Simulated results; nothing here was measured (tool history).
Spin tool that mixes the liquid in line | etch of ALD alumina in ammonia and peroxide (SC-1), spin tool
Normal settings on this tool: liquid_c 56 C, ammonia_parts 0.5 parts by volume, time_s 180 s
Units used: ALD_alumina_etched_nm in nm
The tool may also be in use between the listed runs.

run	hour	liquid_c	ammonia_parts	time_s	wafers since the last listed run	hours since the thermometer was replaced	hours since the ammonia flow meter was replaced	hours since the heated supply line was repaired	hours since the drum of ammonia solution was connected	hours since the gauge calibration	read-back film thickness of the ALD alumina reference wafer, read on the same gauge (nm)	ALD_alumina_etched_nm
1	0	56	0.5	215	0	2380.6	396.9	242.8	84.6	712.5	60.01	10.47
# hour 25.2: gauge calibrated
2	28.7	56	0.5	215	283	2409.3	425.6	271.5	113.3	3.5	59.99	10.58
# hour 39.5: thermometer replaced
3	57.1	56	0.4	250	270	17.6	454	299.9	141.7	31.9	60.03	12.18
4	91.3	56	0.65	180	338	51.8	488.2	334.1	175.9	66.1	60.01	8.99
# hour 96.6: ammonia flow meter replaced
5	106.4	53.5	0.6	280	139	66.9	9.8	349.2	191	81.2	60.02	12.17
6	136.4	56	0.5	180	296	96.9	39.8	379.2	221	111.2	59.99	8.9
7	162.8	56	0.5	180	261	123.3	66.2	405.6	247.4	137.6	60.01	9.03
8	181.7	56	0.5	180	186	142.2	85.1	424.5	266.3	156.5	59.99	8.86
9	200.1	56	0.5	180	181	160.6	103.5	442.9	284.7	174.9	60.02	8.96
10	223.1	56	0.5	180	227	183.6	126.5	465.9	307.7	197.9	60.01	8.84
11	256.1	53.5	0.45	145	326	216.6	159.5	498.9	340.7	230.9	60.02	6.26
12	285.7	56	0.5	180	292	246.2	189.1	528.5	370.3	260.5	60	8.96
13	306.6	49.5	0.7	180	206	267.1	210	549.4	391.2	281.4	60	6.5
14	328.5	46	0.6	240	216	289	231.9	571.3	413.1	303.3	60.01	6.92
15	354.1	48.5	0.3	225	253	314.6	257.5	596.9	438.7	328.9	59.98	7.14
16	374	48.5	0.65	150	196	334.5	277.4	616.8	458.6	348.8	60	5.09
# hour 379.8: new drum of ammonia solution connected
17	392.5	63.5	0.3	180	173	353	295.9	635.3	12.7	367.3	59.97	12.49
18	420	56	0.6	265	271	380.5	323.4	662.8	40.2	394.8	59.99	13.35
19	452.3	56	0.5	180	319	412.8	355.7	695.1	72.5	427.1	59.99	8.93
20	466.9	56	0.65	105	144	427.4	370.3	709.7	87.1	441.7	60.02	5.27
21	488.5	56	0.5	105	213	449	391.9	731.3	108.7	463.3	59.98	5.2
22	503	56	0.65	255	143	463.5	406.4	745.8	123.2	477.8	60.02	13.16
23	519.4	51.5	0.25	180	162	479.9	422.8	762.2	139.6	494.2	60.01	6.58
# hour 528.7: ammonia flow meter replaced
24	541	56	0.4	260	203	501.5	12.3	783.8	161.2	515.8	60.01	12.72
25	557.1	56	0.5	130	159	517.6	28.4	799.9	177.3	531.9	60.01	6.36
26	581.4	63	0.5	180	240	541.9	52.7	824.2	201.6	556.2	60.01	12.64

How the hidden state differs across the entries between the runs, from the last listed run before each to the first after it:
Runs 1 to 2: gauge calibrated (hour 25.2)
  nothing in the hidden state changes from one run to the other
Runs 2 to 3: thermometer replaced (hour 39.5)
  nothing in the hidden state changes from one run to the other
Runs 4 to 5: ammonia flow meter replaced (hour 96.6)
  nothing in the hidden state changes from one run to the other
Runs 16 to 17: new drum of ammonia solution connected (hour 379.8)
  nothing in the hidden state changes from one run to the other
Runs 23 to 24: ammonia flow meter replaced (hour 528.7)
  nothing in the hidden state changes from one run to the other

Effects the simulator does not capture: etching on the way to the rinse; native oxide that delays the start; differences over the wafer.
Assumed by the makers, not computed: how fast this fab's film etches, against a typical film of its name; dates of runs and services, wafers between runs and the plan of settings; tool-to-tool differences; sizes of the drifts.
